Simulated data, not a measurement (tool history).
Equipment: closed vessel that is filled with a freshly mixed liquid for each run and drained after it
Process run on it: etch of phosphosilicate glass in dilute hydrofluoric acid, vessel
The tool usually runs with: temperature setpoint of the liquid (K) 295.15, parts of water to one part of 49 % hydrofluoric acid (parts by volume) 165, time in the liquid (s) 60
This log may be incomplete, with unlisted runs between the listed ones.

run     day  temperature setpoint of the liquid (K)  parts of water to one part of 49 % hydrofluoric acid (parts by volume)  time in the liquid (s)  read-back film thickness of the phosphosilicate glass reference wafer, read on the same gauge (nm)  thickness taken off the phosphosilicate glass on a monitor wafer (angstrom)
  1   0.000                                  295.15                                                                     190                      60                                                                                              130.04                                                                        372.8
  2   4.392                                  295.15                                                                     190                      60                                                                                              130.01                                                                        372.9
  3   7.738                                  295.15                                                                     225                      35                                                                                              130.00                                                                        174.4
  4  11.158                                  295.15                                                                     165                      60                                                                                              130.00                                                                        429.0
  5  24.017                                  295.15                                                                     110                      60                                                                                              129.99                                                                        676.6
  6  28.046                                  295.15                                                                     110                      60                                                                                              129.99                                                                        675.7
  7  32.246                                  295.15                                                                     110                      60                                                                                              129.99                                                                        668.4
     33.871  -- hydrofluoric acid flow meter replaced
  8  34.862                                  295.15                                                                     165                      60                                                                                              130.01                                                                        454.4
  9  37.296                                  295.15                                                                     165                      60                                                                                              130.00                                                                        448.5
 10  41.092                                  295.15                                                                     165                      60                                                                                              129.97                                                                        439.4
 11  42.962                                  298.65                                                                     165                      60                                                                                              130.00                                                                        511.9
 12  44.658                                  295.15                                                                     165                      60                                                                                              130.01                                                                        441.4
 13  48.254                                  295.15                                                                     230                      60                                                                                              129.96                                                                        297.6
 14  52.700                                  297.15                                                                     210                      30                                                                                              129.99                                                                        178.4
 15  54.383                                  297.15                                                                     210                      30                                                                                              129.99                                                                        178.0
     57.188  -- gauge calibrated
 16  57.454                                  295.15                                                                     165                      80                                                                                              130.02                                                                        578.3
 17  59.167                                  295.15                                                                     165                      60                                                                                              129.98                                                                        430.1
     61.442  -- thermometer replaced
 18  62.292                                  292.65                                                                     165                      60                                                                                              130.02                                                                        418.0
 19  72.650                                  295.15                                                                     165                      40                                                                                              130.00                                                                        306.8
 20  74.225                                  292.65                                                                      90                      50                                                                                              130.02                                                                        685.3
 21  78.138                                  295.15                                                                     165                      60                                                                                              130.04                                                                        451.9
 22  79.746                                  295.15                                                                     165                      60                                                                                              130.00                                                                        447.2
 23  82.671                                  296.65                                                                     165                      80                                                                                              130.00                                                                        637.1

For each run, what was the tool's unlogged condition?
gauge reads high (%): 0, the same for each run
H1: liquid colder than its thermometer reads (K)
H2: hydrofluoric acid flow below the setpoint (%)
run     H1     H2
  1   1.22   4.34
  2   1.28   4.77
  3   1.33    5.1
  4   1.38   5.44
  5   1.56   6.71
  6   1.62   7.11
  7   1.68   7.53
  8   1.72   0.58
  9   1.76  0.821
 10   1.81    1.2
 11   1.84   1.38
 12   1.86   1.55
 13   1.91   1.91
 14   1.98   2.35
 15      2   2.51
 16   2.05   2.82
 17   2.07   2.99
 18   0.24   3.29
 19   0.39   4.32
 20  0.413   4.48
 21  0.469   4.86
 22  0.492   5.02
 23  0.534   5.31
